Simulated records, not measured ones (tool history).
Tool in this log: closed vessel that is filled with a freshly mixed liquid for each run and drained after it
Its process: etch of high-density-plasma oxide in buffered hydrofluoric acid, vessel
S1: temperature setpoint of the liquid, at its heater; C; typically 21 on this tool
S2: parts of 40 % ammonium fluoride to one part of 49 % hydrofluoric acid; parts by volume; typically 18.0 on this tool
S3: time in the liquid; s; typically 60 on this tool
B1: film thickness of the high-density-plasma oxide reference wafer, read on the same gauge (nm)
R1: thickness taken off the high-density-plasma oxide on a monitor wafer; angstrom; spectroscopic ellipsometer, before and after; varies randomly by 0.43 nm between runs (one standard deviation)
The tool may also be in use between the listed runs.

run,hour,S1,S2,S3,B1,R1
1,0.0,21,18.0,60,30.00,547.3
2,31.7,21,18.0,60,30.00,544.6
3,45.8,21,18.0,60,30.00,546.1
4,78.7,21,18.0,60,29.98,547.2
5,113.6,21,18.0,60,30.01,552.7
6,126.9,21,18.0,60,30.00,551.9
7,162.9,21,18.0,60,30.01,550.4
# hour 179.3: gauge calibrated
8,188.7,21,11.5,60,30.00,850.4
9,216.3,21,18.0,60,30.00,562.1

Expected results for the next run?
# hour 230.4: hydrofluoric acid flow meter replaced
10,237.8,21,18.0,50,?,?

B1: 30.02
R1: 497.3 angstrom
If the tool had no hidden condition, the same run with the same run-to-run variation would have returned R1 433.0 angstrom.
